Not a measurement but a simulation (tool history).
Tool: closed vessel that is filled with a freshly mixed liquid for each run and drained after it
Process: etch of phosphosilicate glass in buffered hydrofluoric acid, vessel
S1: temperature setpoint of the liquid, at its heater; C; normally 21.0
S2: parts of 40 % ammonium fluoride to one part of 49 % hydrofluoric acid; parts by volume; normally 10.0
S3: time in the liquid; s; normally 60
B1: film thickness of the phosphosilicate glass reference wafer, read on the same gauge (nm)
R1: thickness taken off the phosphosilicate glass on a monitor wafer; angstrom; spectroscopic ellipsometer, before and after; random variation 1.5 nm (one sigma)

run,day,S1,S2,S3,B1,R1
1,0.000,21.0,10.0,60,120.00,1813.3
2,2.071,21.0,10.0,60,119.98,1832.0
3,5.650,21.0,10.0,60,120.02,1796.6
# day 6.138: hydrofluoric acid flow meter replaced
4,9.754,21.0,10.0,90,120.00,2566.6
5,12.208,21.0,10.0,60,120.01,1711.9
6,13.746,21.0,10.0,60,120.01,1695.2
7,18.196,23.0,10.0,40,120.01,1252.9
8,19.979,21.0,10.0,60,120.00,1682.7
9,23.133,21.0,9.0,75,120.01,2257.1
# day 25.421: gauge calibrated
10,26.633,21.0,10.0,60,119.98,1634.5
# day 27.892: hydrofluoric acid flow meter replaced, repeated, since the last time left the tool worse
# day 32.733: thermometer replaced
11,39.004,21.0,10.0,60,120.01,1854.6
12,41.283,21.0,10.0,60,120.00,1838.6
13,44.521,21.0,10.0,70,119.99,2147.7
14,48.171,21.0,10.0,75,120.01,2272.1
# day 49.008: hydrofluoric acid flow meter replaced
15,51.238,21.0,10.0,60,120.01,1922.0
16,55.012,21.0,13.5,75,120.01,1759.6
17,59.338,23.0,10.0,60,119.99,2109.0
18,61.412,24.0,6.5,50,120.00,2787.7
19,63.100,17.5,7.0,40,120.01,1416.8
20,64.729,21.0,10.0,60,119.99,1859.6
21,67.992,21.0,10.0,60,119.98,1849.4
22,71.996,26.0,13.5,85,119.99,2568.4
23,76.333,21.0,10.0,60,120.00,1821.7
# day 76.408: hydrofluoric acid flow meter replaced
24,78.062,18.5,10.0,60,119.99,1664.6
25,80.017,18.0,10.0,30,120.00,801.2
26,83.746,21.0,7.0,50,119.99,2199.1
27,86.321,21.0,10.0,70,120.02,2190.8
# day 88.225: gauge calibrated
28,89.550,21.0,7.5,60,119.98,2391.9
29,93.667,18.5,8.5,50,120.00,1527.7
30,95.425,24.0,10.0,85,120.01,3025.6
31,97.617,21.0,12.5,85,119.99,2062.8
# day 100.204: hydrofluoric acid flow meter replaced
32,101.688,21.0,10.0,80,120.02,2571.7

Measured minus without-hidden-state, run by run (identical run-to-run variation in each term; gauge scatter may differ):
The tool's hidden condition here consists of: liquid colder than its thermometer reads (K); hydrofluoric acid flow below the setpoint (%); gauge reads high (%).
run,R1
1,-91.0
2,-101.4
3,-115.7
4,-321.4
5,-226.6
6,-231.9
7,-187.9
8,-261.5
9,-278.3
10,-287.6
11,-60.2
12,-69.7
13,-98.6
14,-124.9
15,-14.2
16,-28.5
17,-55.4
18,-77.2
19,-55.6
20,-72.9
21,-87.3
22,-148.0
23,-124.4
24,-13.5
25,-10.0
26,-51.9
27,-59.8
28,-93.2
29,-77.1
30,-149.4
31,-114.1
32,-34.1
